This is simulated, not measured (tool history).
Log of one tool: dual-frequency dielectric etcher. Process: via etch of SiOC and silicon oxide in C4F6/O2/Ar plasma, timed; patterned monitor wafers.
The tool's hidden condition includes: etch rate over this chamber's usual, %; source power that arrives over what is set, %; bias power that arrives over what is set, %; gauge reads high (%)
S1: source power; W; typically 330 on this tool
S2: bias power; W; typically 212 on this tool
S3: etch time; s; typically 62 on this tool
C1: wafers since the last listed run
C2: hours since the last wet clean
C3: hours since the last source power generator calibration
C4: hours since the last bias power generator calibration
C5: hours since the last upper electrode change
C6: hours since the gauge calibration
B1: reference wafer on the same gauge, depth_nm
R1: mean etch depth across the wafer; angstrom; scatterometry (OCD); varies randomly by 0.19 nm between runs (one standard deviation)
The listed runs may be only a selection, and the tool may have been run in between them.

Run 1, hour 0: usual settings; C1 0; C2 479.6; C3 29.2; C4 3295.6; C5 3556.6; C6 267; B1 61.8. Result: R1 740 angstrom.
Run 2, hour 59.3: usual settings; C1 442; C2 538.9; C3 88.5; C4 3354.9; C5 3615.9; C6 326.3; B1 61.8. Result: R1 743 angstrom.
Run 3, hour 113.8: usual settings; C1 406; C2 593.4; C3 143; C4 3409.4; C5 3670.4; C6 380.8; B1 61.8. Result: R1 748 angstrom.
At hour 150.6: wet clean of the chamber.
Run 4, hour 178.1: usual settings; C1 300; C2 27.5; C3 207.3; C4 3473.7; C5 3734.7; C6 445.1; B1 61.9. Result: R1 745 angstrom.
Run 5, hour 277.3: usual settings; C1 739; C2 126.7; C3 306.5; C4 3572.9; C5 3833.9; C6 544.3; B1 61.9. Result: R1 747 angstrom.
Run 6, hour 328: usual settings but S2 242 W, S3 69 s; C1 378; C2 177.4; C3 357.2; C4 3623.6; C5 3884.6; C6 595; B1 61.9. Result: R1 896 angstrom.
Run 7, hour 400: usual settings but S2 242 W, S3 69 s; C1 536; C2 249.4; C3 429.2; C4 3695.6; C5 3956.6; C6 667; B1 61.8. Result: R1 894 angstrom.
Run 8, hour 489.9: usual settings but S2 242 W, S3 69 s; C1 670; C2 339.3; C3 519.1; C4 3785.5; C5 4046.5; C6 756.9; B1 61.8. Result: R1 894 angstrom.
Run 9, hour 554.2: usual settings; C1 479; C2 403.6; C3 583.4; C4 3849.8; C5 4110.8; C6 821.2; B1 61.8. Result: R1 751 angstrom.
Run 10, hour 623.2: usual settings; C1 514; C2 472.6; C3 652.4; C4 3918.8; C5 4179.8; C6 890.2; B1 61.8. Result: R1 753 angstrom.
Run 11, hour 696: usual settings; C1 542; C2 545.4; C3 725.2; C4 3991.6; C5 4252.6; C6 963; B1 61.8. Result: R1 752 angstrom.
At hour 780.4: wet clean of the chamber.
Run 12, hour 800: usual settings but S3 49 s; C1 596; C2 19.6; C3 829.2; C4 4095.6; C5 4356.6; C6 1067; B1 61.8. Result: R1 598 angstrom.
Run 13, hour 888.6: usual settings but S3 49 s; C1 660; C2 108.2; C3 917.8; C4 4184.2; C5 4445.2; C6 1155.6; B1 61.8. Result: R1 595 angstrom.
Run 14, hour 994.1: usual settings but S2 234 W, S3 48 s; C1 786; C2 213.7; C3 1023.3; C4 4289.7; C5 4550.7; C6 1261.1; B1 61.8. Result: R1 617 angstrom.
At hour 1044.7: gauge calibrated.
Run 15, hour 1066.4: usual settings but S3 56 s; C1 539; C2 286; C3 1095.6; C4 4362; C5 4623; C6 21.7; B1 61.8. Result: R1 680 angstrom.
Run 16, hour 1159.7: usual settings but S1 260 W, S3 76.5 s; C1 695; C2 379.3; C3 1188.9; C4 4455.3; C5 4716.3; C6 115; B1 61.8. Result: R1 877 angstrom.
Run 17, hour 1199.5: usual settings but S1 300 W, S2 244 W, S3 69 s; C1 296; C2 419.1; C3 1228.7; C4 4495.1; C5 4756.1; C6 154.8; B1 61.8. Result: R1 881 angstrom.
Run 18, hour 1242.9: usual settings but S2 261 W, S3 49.5 s; C1 323; C2 462.5; C3 1272.1; C4 4538.5; C5 4799.5; C6 198.2; B1 61.8. Result: R1 668 angstrom.
At hour 1291.7: bias power generator calibrated.
Run 19, hour 1302.5: usual settings; C1 414; C2 522.1; C3 1331.7; C4 10.8; C5 4859.1; C6 257.8; B1 61.8. Result: R1 738 angstrom.
Run 20, hour 1342.9: usual settings; C1 301; C2 562.5; C3 1372.1; C4 51.2; C5 4899.5; C6 298.2; B1 61.8. Result: R1 739 angstrom.
At hour 1402.2: wet clean of the chamber.
Run 21, hour 1402.7: usual settings but S1 290 W, S2 258 W; C1 266; C2 0.5; C3 1431.9; C4 111; C5 4959.3; C6 358; B1 61.8. Result: R1 791 angstrom.
Run 22, hour 1475.6: usual settings but S1 300 W, S2 244 W, S3 69 s; C1 543; C2 73.4; C3 1504.8; C4 183.9; C5 5032.2; C6 430.9; B1 61.8. Result: R1 861 angstrom.
At hour 1550.1: upper electrode replaced.
Run 23, hour 1550.6: usual settings; C1 380; C2 148.4; C3 1579.8; C4 258.9; C5 0.5; C6 505.9; B1 61.8. Result: R1 739 angstrom.
At hour 1558.6: source power generator calibrated.
Run 24, hour 1641.9: usual settings but S1 380 W, S2 187 W; C1 650; C2 239.7; C3 83.3; C4 350.2; C5 91.8; C6 597.2; B1 61.8. Result: R1 711 angstrom.
Run 25, hour 1742.3: usual settings; C1 748; C2 340.1; C3 183.7; C4 450.6; C5 192.2; C6 697.6; B1 61.8. Result: R1 737 angstrom.
Run 26, hour 1783.6: usual settings but S2 226 W; C1 307; C2 381.4; C3 225; C4 491.9; C5 233.5; C6 738.9; B1 61.8. Result: R1 761 angstrom.
Run 27, hour 1846.1: usual settings; C1 465; C2 443.9; C3 287.5; C4 554.4; C5 296; C6 801.4; B1 61.8. Result: R1 737 angstrom.
Run 28, hour 1889.2: usual settings but S1 300 W, S2 165 W, S3 43.5 s; C1 321; C2 487; C3 330.6; C4 597.5; C5 339.1; C6 844.5; B1 61.7. Result: R1 437 angstrom.
Run 29, hour 2037.7: usual settings but S2 226 W, S3 76.5 s; C1 1107; C2 635.5; C3 479.1; C4 746; C5 487.6; C6 993; B1 61.8. Result: R1 949 angstrom.
At hour 2083.9: wet clean of the chamber.
Run 30, hour 2134.1: usual settings; C1 539; C2 50.2; C3 575.5; C4 842.4; C5 584; C6 1089.4; B1 61.8. Result: R1 740 angstrom.

Take each entry between the runs: how does the hidden state at the last listed run before it differ from the hidden state at the first listed run after it?
After run 3, before run 4: wet clean of the chamber (hour 150.6)
  source power that arrives over what is set, %: 1.59 -> 2.04; bias power that arrives over what is set, %: 4.66 -> 4.68
  measured minus no-state result, R1: +21 -> +22 angstrom
After run 11, before run 12: wet clean of the chamber (hour 780.4)
  source power that arrives over what is set, %: 4.25 -> 4.49; bias power that arrives over what is set, %: 4.86 -> 4.88
  measured minus no-state result, R1: +28 -> +22 angstrom
After run 14, before run 15: gauge calibrated (hour 1044.7)
  source power that arrives over what is set, %: 4.84 -> 4.93; bias power that arrives over what is set, %: 4.93 -> 4.95
  measured minus no-state result, R1: +24 -> +26 angstrom
After run 18, before run 19: bias power generator calibrated (hour 1291.7)
  source power that arrives over what is set, %: 5.13 -> 5.18; bias power that arrives over what is set, %: 4.99 -> 0.706
  measured minus no-state result, R1: +27 -> +13 angstrom
After run 20, before run 21: wet clean of the chamber (hour 1402.2)
  source power that arrives over what is set, %: 5.21 -> 5.25; bias power that arrives over what is set, %: 0.833 -> 1.02
  measured minus no-state result, R1: +14 -> +15 angstrom
After run 22, before run 23: upper electrode replaced (hour 1550.1)
  source power that arrives over what is set, %: 5.3 -> 5.34; bias power that arrives over what is set, %: 1.23 -> 1.44
  measured minus no-state result, R1: +18 -> +16 angstrom
After run 23, before run 24: source power generator calibrated (hour 1558.6)
  source power that arrives over what is set, %: 5.34 -> 0.492; bias power that arrives over what is set, %: 1.44 -> 1.68
  measured minus no-state result, R1: +16 -> +7 angstrom
After run 29, before run 30: wet clean of the chamber (hour 2083.9)
  source power that arrives over what is set, %: 2.84 -> 3.19; bias power that arrives over what is set, %: 2.59 -> 2.78
  measured minus no-state result, R1: +20 -> +17 angstrom
